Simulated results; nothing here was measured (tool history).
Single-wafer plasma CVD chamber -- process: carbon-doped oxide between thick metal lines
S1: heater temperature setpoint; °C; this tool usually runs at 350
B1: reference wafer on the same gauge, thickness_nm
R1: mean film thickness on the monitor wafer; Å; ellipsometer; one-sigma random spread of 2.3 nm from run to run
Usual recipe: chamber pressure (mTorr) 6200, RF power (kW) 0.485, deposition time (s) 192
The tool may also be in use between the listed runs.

{"run": 1, "day": 0.0, "S1": 342, "chamber pressure (mTorr)": 6200, "RF power (kW)": 0.485, "deposition time (s)": 192, "B1": 937.845, "R1": 9363.69}
{"run": 2, "day": 3.904, "S1": 354, "chamber pressure (mTorr)": 6200, "RF power (kW)": 0.485, "deposition time (s)": 192, "B1": 937.091, "R1": 9081.74}
{"day": 6.412, "done": "gauge calibrated"}
{"run": 3, "day": 7.721, "S1": 350, "chamber pressure (mTorr)": 6200, "RF power (kW)": 0.485, "deposition time (s)": 192, "B1": 938.427, "R1": 9114.64}
{"run": 4, "day": 10.958, "S1": 350, "chamber pressure (mTorr)": 6200, "RF power (kW)": 0.485, "deposition time (s)": 192, "B1": 937.411, "R1": 9132.56}
{"run": 5, "day": 12.75, "S1": 350, "chamber pressure (mTorr)": 6200, "RF power (kW)": 0.485, "deposition time (s)": 192, "B1": 937.828, "R1": 9141.87}
{"run": 6, "day": 16.854, "S1": 350, "chamber pressure (mTorr)": 5100, "RF power (kW)": 0.485, "deposition time (s)": 192, "B1": 937.07, "R1": 9018.38}
{"run": 7, "day": 19.388, "S1": 350, "chamber pressure (mTorr)": 5100, "RF power (kW)": 0.485, "deposition time (s)": 192, "B1": 937.538, "R1": 9005.07}
{"day": 22.992, "done": "showerhead replaced"}
{"run": 8, "day": 23.012, "S1": 350, "chamber pressure (mTorr)": 5230, "RF power (kW)": 0.485, "deposition time (s)": 192, "B1": 937.979, "R1": 9054.7}
{"run": 9, "day": 27.217, "S1": 350, "chamber pressure (mTorr)": 5230, "RF power (kW)": 0.485, "deposition time (s)": 192, "B1": 938.264, "R1": 9038.09}
{"run": 10, "day": 29.421, "S1": 353, "chamber pressure (mTorr)": 6200, "RF power (kW)": 0.485, "deposition time (s)": 192, "B1": 938.084, "R1": 9084.39}
{"run": 11, "day": 32.271, "S1": 339, "chamber pressure (mTorr)": 6200, "RF power (kW)": 0.485, "deposition time (s)": 192, "B1": 938.004, "R1": 9391.46}
{"day": 33.679, "done": "capacitance manometer re-zeroed and calibrated"}
{"run": 12, "day": 36.621, "S1": 350, "chamber pressure (mTorr)": 5230, "RF power (kW)": 0.485, "deposition time (s)": 192, "B1": 938.129, "R1": 9052.23}
{"run": 13, "day": 38.208, "S1": 354, "chamber pressure (mTorr)": 6200, "RF power (kW)": 0.485, "deposition time (s)": 192, "B1": 938.594, "R1": 9095.62}
{"day": 40.904, "done": "gauge calibrated"}
{"run": 14, "day": 41.658, "S1": 350, "chamber pressure (mTorr)": 6200, "RF power (kW)": 0.485, "deposition time (s)": 192, "B1": 938.304, "R1": 9168.72}
{"day": 42.338, "done": "thermocouple changed; heater temperature recalibrated"}
{"run": 15, "day": 43.354, "S1": 354, "chamber pressure (mTorr)": 7360, "RF power (kW)": 0.485, "deposition time (s)": 163, "B1": 937.507, "R1": 7708.4}
{"day": 43.779, "done": "RF generator calibrated"}
{"run": 16, "day": 46.379, "S1": 350, "chamber pressure (mTorr)": 5040, "RF power (kW)": 0.405, "deposition time (s)": 220, "B1": 937.559, "R1": 9218.51}
{"run": 17, "day": 50.262, "S1": 342, "chamber pressure (mTorr)": 5590, "RF power (kW)": 0.485, "deposition time (s)": 156, "B1": 938.668, "R1": 7577.13}
{"run": 18, "day": 53.921, "S1": 350, "chamber pressure (mTorr)": 6200, "RF power (kW)": 0.43, "deposition time (s)": 182, "B1": 938.628, "R1": 8001.91}
{"run": 19, "day": 56.9, "S1": 350, "chamber pressure (mTorr)": 6200, "RF power (kW)": 0.485, "deposition time (s)": 192, "B1": 938.38, "R1": 9179.34}
{"run": 20, "day": 58.504, "S1": 337, "chamber pressure (mTorr)": 7350, "RF power (kW)": 0.485, "deposition time (s)": 164, "B1": 938.905, "R1": 8166.54}
{"run": 21, "day": 61.204, "S1": 346, "chamber pressure (mTorr)": 5600, "RF power (kW)": 0.485, "deposition time (s)": 192, "B1": 938.62, "R1": 9162.78}

Consider 3 possible next runs. They are alternatives, not a sequence: every one starts from the tool as it was left by run 21. What does each give?
{"run": "A", "day": 61.225, "S1": 350, "chamber pressure (mTorr)": 6200, "RF power (kW)": 0.485, "deposition time (s)": 192, "B1": "?", "R1": "?"}
{"run": "B", "day": 61.225, "S1": 342, "chamber pressure (mTorr)": 6200, "RF power (kW)": 0.45, "deposition time (s)": 192, "B1": "?", "R1": "?"}
{"run": "C", "day": 61.225, "S1": 356, "chamber pressure (mTorr)": 5040, "RF power (kW)": 0.56, "deposition time (s)": 216, "B1": "?", "R1": "?"}

run=A B1=937.382 R1=9191.04
run=B B1=937.382 R1=8901.09
run=C B1=937.382 R1=11015.19
Stripped of hidden state, with their random variation kept, the same runs would have yielded:
run=A R1=9344.37
run=B R1=9075.58
run=C R1=11192.25

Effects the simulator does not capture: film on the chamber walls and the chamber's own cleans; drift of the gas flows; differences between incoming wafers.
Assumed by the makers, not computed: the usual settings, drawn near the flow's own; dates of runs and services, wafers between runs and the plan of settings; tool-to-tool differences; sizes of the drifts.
